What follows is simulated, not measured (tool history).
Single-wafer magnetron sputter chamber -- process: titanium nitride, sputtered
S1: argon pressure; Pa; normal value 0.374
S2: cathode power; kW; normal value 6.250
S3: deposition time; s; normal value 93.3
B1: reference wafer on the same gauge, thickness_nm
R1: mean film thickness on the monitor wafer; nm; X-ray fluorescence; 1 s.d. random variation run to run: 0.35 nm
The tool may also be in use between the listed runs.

Run 1, hour 0.0: usual settings but S1 0.487 Pa; B1 91.966. Result: R1 107.935 nm.
Run 2, hour 25.3: usual settings but S1 0.487 Pa; B1 92.046. Result: R1 107.637 nm.
Run 3, hour 51.9: usual settings but S1 0.487 Pa; B1 92.068. Result: R1 107.730 nm.
Run 4, hour 75.6: usual settings but S3 100.6 s; B1 92.060. Result: R1 119.076 nm.
Run 5, hour 108.2: usual settings but S3 100.6 s; B1 91.953. Result: R1 118.301 nm.
Run 6, hour 123.1: usual settings but S3 100.6 s; B1 92.050. Result: R1 118.399 nm.
At hour 147.9: gauge calibrated.
At hour 154.8: capacitance manometer re-zeroed and calibrated.
Run 7, hour 158.6: usual settings; B1 92.097. Result: R1 107.508 nm.
At hour 179.8: sputter target and shields replaced.
Run 8, hour 180.9: usual settings; B1 92.031. Result: R1 112.103 nm.
Run 9, hour 201.0: usual settings; B1 92.079. Result: R1 111.963 nm.
Run 10, hour 228.9: usual settings but S1 0.243 Pa, S2 7.600 kW, S3 80.0 s; B1 92.002. Result: R1 120.601 nm.
Run 11, hour 252.7: usual settings but S2 5.650 kW; B1 92.035. Result: R1 100.633 nm.
Run 12, hour 286.6: usual settings but S1 0.245 Pa; B1 91.998. Result: R1 114.507 nm.
At hour 300.6: magnet pack replaced.
Run 13, hour 311.3: usual settings but S1 0.485 Pa, S3 106.7 s; B1 92.049. Result: R1 121.895 nm.
Run 14, hour 326.2: usual settings but S1 0.238 Pa, S2 7.300 kW; B1 92.034. Result: R1 133.547 nm.
Run 15, hour 355.7: usual settings; B1 92.000. Result: R1 108.737 nm.
Run 16, hour 369.4: usual settings; B1 91.968. Result: R1 107.357 nm.
Run 17, hour 384.5: usual settings but S3 104.2 s; B1 92.006. Result: R1 119.415 nm.
At hour 397.4: sputter target and shields replaced.
Run 18, hour 401.3: usual settings; B1 91.964. Result: R1 111.256 nm.

Measured less the same run without the tool's hidden state. The same run-to-run variation is in both; the gauge's scatter may not be:
Hidden state present: deposition rate above that of a new target (%); true argon pressure above the setpoint (%); gauge reads high (%).
run      R1
  1  -0.513
  2  -0.788
  3  -1.220
  4  -1.913
  5  -2.892
  6  -3.434
  7  -4.499
  8  -0.326
  9  -0.372
 10  -0.622
 11  -0.792
 12  -1.560
 13  -2.347
 14  -3.105
 15  -3.539
 16  -4.027
 17  -5.190
 18  -0.594
